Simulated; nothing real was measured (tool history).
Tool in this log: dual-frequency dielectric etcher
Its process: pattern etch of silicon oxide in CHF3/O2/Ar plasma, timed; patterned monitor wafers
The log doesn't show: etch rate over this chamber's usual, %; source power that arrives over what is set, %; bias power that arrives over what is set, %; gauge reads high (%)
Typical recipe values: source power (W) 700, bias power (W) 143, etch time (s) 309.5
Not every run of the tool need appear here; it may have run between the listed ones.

run   hour  source power (W)  bias power (W)  etch time (s)  wafers since the last listed run  hours since the last wet clean  hours since the last source power generator calibration  hours since the last bias power generator calibration  hours since the last upper electrode change  hours since the gauge calibration  read-back reference wafer on the same gauge, depth_nm  mean etch depth across the wafer (Å)
  1      0               700             143          309.5                                 0                           159.6                                                   3987.5                                                 3730.7                                       4659.8                              105.9                                                  699.6                                  6185
  2   24.2               700             143          309.5                                85                           183.8                                                   4011.7                                                 3754.9                                         4684                              130.1                                                  699.4                                  6099
  3   46.3               700             133          309.5                                78                           205.9                                                   4033.8                                                   3777                                       4706.1                              152.2                                                  699.9                                  5913
  4   75.5               700             133          309.5                               103                           235.1                                                     4063                                                 3806.2                                       4735.3                              181.4                                                  697.1                                  5894
  5  106.2               700             133          309.5                               108                           265.8                                                   4093.7                                                 3836.9                                         4766                              212.1                                                  698.5                                  5889
  6  132.1               700             166          309.5                                91                           291.7                                                   4119.6                                                 3862.8                                       4791.9                                238                                                  698.7                                  6520
  7  144.8               700             166          309.5                                45                           304.4                                                   4132.3                                                 3875.5                                       4804.6                              250.7                                                  698.8                                  6473
  8  160.5               700             166          309.5                                55                           320.1                                                     4148                                                 3891.2                                       4820.3                              266.4                                                  699.6                                  6520
  9  185.3               700             143          309.5                                87                           344.9                                                   4172.8                                                   3916                                       4845.1                              291.2                                                    699                                  6159
     215.4  -- upper electrode replaced
 10  215.9               700             143          309.5                                23                           375.5                                                   4203.4                                                 3946.6                                          0.5                              321.8                                                  699.7                                  6258
     223.8  -- source power generator calibrated
 11  224.3               700             143          309.5                                15                           383.9                                                      0.5                                                   3955                                          8.9                              330.2                                                  697.9                                  6210
     233.5  -- bias power generator calibrated
 12  243.5               700             120          347.5                                53                           403.1                                                     19.7                                                     10                                         28.1                              349.4                                                  698.3                                  6547
 13    270               700             120          347.5                                93                           429.6                                                     46.2                                                   36.5                                         54.6                              375.9                                                  698.4                                  6580
     290.5  -- gauge calibrated
 14  321.3               810             172          385.5                               181                           480.9                                                     97.5                                                   87.8                                        105.9                               30.8                                                  698.7                                  9028
 15  338.8               810             172          385.5                                62                           498.4                                                      115                                                  105.3                                        123.4                               48.3                                                  698.9                                  8950
 16  358.6               580             176          309.5                                70                           518.2                                                    134.8                                                  125.1                                        143.2                               68.1                                                  698.8                                  6186
     394.4  -- wet clean of the chamber
 17  394.9               850             143            382                                43                             0.5                                                    171.1                                                  161.4                                        179.5                              104.4                                                  698.7                                  8258
 18  403.1               520             111          377.5                                29                             8.7                                                    179.3                                                  169.6                                        187.7                              112.6                                                  698.9                                  5775
 19  422.4               700             166          309.5                                68                              28                                                    198.6                                                  188.9                                          207                              131.9                                                  699.2                                  6440
 20  453.3               540             143          270.5                               109                            58.9                                                    229.5                                                  219.8                                        237.9                              162.8                                                  698.7                                  4744
 21    472               700             143          309.5                                66                            77.6                                                    248.2                                                  238.5                                        256.6                              181.5                                                  698.7                                  6015
 22  505.5               550             143          309.5                               118                           111.1                                                    281.7                                                    272                                        290.1                                215                                                  698.8                                  5468
 23  526.4               780             161            360                                74                             132                                                    302.6                                                  292.9                                          311                              235.9                                                  698.6                                  7817
 24  554.3               700             179          309.5                                98                           159.9                                                    330.5                                                  320.8                                        338.9                              263.8                                                  698.3                                  6608
 25  577.6               760             132          309.5                                82                           183.2                                                    353.8                                                  344.1                                        362.2                              287.1                                                  700.1                                  6124
       596  -- gauge calibrated
 26    607               700             143          309.5                               104                           212.6                                                    383.2                                                  373.5                                        391.6                                 11                                                  698.2                                  6162

Run-by-run hidden state of the tool:
source power that arrives over what is set, %: 0, the same for each run
bias power that arrives over what is set, %: 0, the same for each run
gauge reads high (%): 0, the same for each run
H1: etch rate over this chamber's usual, %
run       H1
  1    0.764
  2    0.981
  3     1.18
  4     1.44
  5     1.72
  6     1.95
  7     2.07
  8     2.21
  9     2.43
 10      2.7
 11     2.78
 12     2.95
 13     3.19
 14     3.65
 15     3.81
 16     3.99
 17  -0.0644
 18  0.00934
 19    0.183
 20    0.461
 21    0.629
 22     0.93
 23     1.12
 24     1.37
 25     1.58
 26     1.84

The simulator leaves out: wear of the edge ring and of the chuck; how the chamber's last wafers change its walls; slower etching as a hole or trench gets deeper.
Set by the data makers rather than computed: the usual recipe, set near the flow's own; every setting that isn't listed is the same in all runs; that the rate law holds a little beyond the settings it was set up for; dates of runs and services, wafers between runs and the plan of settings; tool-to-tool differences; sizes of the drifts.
